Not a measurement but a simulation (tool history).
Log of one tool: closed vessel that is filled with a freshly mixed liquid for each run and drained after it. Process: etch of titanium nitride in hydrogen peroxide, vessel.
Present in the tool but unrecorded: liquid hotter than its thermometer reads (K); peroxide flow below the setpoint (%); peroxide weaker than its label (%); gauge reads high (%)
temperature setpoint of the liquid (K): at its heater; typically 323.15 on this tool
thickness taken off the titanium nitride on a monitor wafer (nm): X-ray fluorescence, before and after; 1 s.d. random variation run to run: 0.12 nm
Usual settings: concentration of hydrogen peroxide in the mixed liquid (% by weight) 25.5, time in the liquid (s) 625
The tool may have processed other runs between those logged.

run,day,temperature setpoint of the liquid (K),concentration of hydrogen peroxide in the mixed liquid (% by weight),time in the liquid (s),wafers since the last listed run,hours since the thermometer was replaced,hours since the peroxide flow meter was replaced,hours since the drum of peroxide was connected,hours since the gauge calibration,"read-back film thickness of the titanium nitride reference wafer, read on the same gauge (nm)",thickness taken off the titanium nitride on a monitor wafer (nm)
1,0,323.15,25.5,625,0,1700.6,2109.4,584.9,306.5,89.97,21.4
2,0.371,328.15,25.5,625,455,1709.5,2118.3,593.8,315.4,90,30.83
3,0.912,328.15,25.5,625,666,1722.5,2131.3,606.8,328.4,90,30.52
4,3.067,328.15,25.5,625,2648,1774.2,2183,658.5,380.1,90,30.94
# day 3.362: peroxide flow meter replaced
5,3.488,323.15,22,625,466,1784.3,3,668.6,390.2,90.01,20.78
6,4.696,323.15,22,625,1485,1813.3,32,697.6,419.2,89.98,20.97
# day 5.592: new drum of peroxide connected
7,6.388,323.15,22,625,2028,1853.9,72.6,19.1,459.8,90.01,21.42
8,6.779,323.15,23,625,481,1863.3,82,28.5,469.2,90,21.39
9,7.404,323.15,23,625,768,1878.3,97,43.5,484.2,89.99,21.4
10,7.954,323.15,23,625,676,1891.5,110.2,56.7,497.4,90,21.51
11,8.317,323.15,25.5,395,445,1900.2,118.9,65.4,506.1,89.98,13.97
12,8.75,323.15,29,940,532,1910.6,129.3,75.8,516.5,89.98,33.63
# day 8.958: thermometer replaced
13,9.3,323.15,25.5,625,625,8.2,142.5,89,529.7,90.01,17.79
14,9.796,323.15,29,520,609,20.1,154.4,100.9,541.6,90.01,15.31
15,11.208,317.65,28,725,1736,54,188.3,134.8,575.5,90.02,14.2
# day 11.217: gauge calibrated
16,11.617,323.15,25.5,340,502,63.8,198.1,144.6,9.6,90.01,9.8
17,12.158,323.15,25.5,790,666,76.8,211.1,157.6,22.6,90.03,22.87
18,12.483,323.15,25.5,765,399,84.6,218.9,165.4,30.4,90.02,22.39
19,12.738,323.15,25.5,625,312,90.7,225,171.5,36.5,89.99,17.94
20,13.029,327.15,25.5,625,358,97.7,232,178.5,43.5,89.96,24.05
21,13.458,323.15,25.5,625,527,108,242.3,188.8,53.8,89.99,18.1
22,13.796,323.15,25.5,625,414,116.1,250.4,196.9,61.9,89.98,18.03
23,14.133,323.15,18.5,855,414,124.2,258.5,205,70,89.99,23.25
24,14.562,319.65,30,480,527,134.5,268.8,215.3,80.3,90.02,11.06
25,15.038,323.15,29,910,584,145.9,280.2,226.7,91.7,90.03,27.42
26,15.562,323.15,25.5,625,645,158.5,292.8,239.3,104.3,89.98,18.23
27,16.092,323.15,28.5,725,650,171.2,305.5,252,117,89.98,21.57
28,16.729,326.65,25.5,875,783,186.5,320.8,267.3,132.3,90.02,32.55
29,17.154,331.65,19,625,522,196.7,331,277.5,142.5,89.99,31.16

Here are 4 independent what-if runs from the current tool condition. What would each one return?
A,17.188,323.15,25.5,815,40,197.5,331.8,278.3,143.3,?,?
B,17.188,318.15,25.5,625,40,197.5,331.8,278.3,143.3,?,?
C,17.188,319.15,19.5,735,40,197.5,331.8,278.3,143.3,?,?
D,17.188,327.65,25.5,845,40,197.5,331.8,278.3,143.3,?,?

run,"read-back film thickness of the titanium nitride reference wafer, read on the same gauge (nm)",thickness taken off the titanium nitride on a monitor wafer (nm)
A,89.97,23.71
B,89.97,12.61
C,89.97,15.07
D,89.97,33.85
Without the tool's hidden state the same runs would have given:
run,thickness taken off the titanium nitride on a monitor wafer (nm)
A,23.2
B,12.33
C,14.74
D,33.14

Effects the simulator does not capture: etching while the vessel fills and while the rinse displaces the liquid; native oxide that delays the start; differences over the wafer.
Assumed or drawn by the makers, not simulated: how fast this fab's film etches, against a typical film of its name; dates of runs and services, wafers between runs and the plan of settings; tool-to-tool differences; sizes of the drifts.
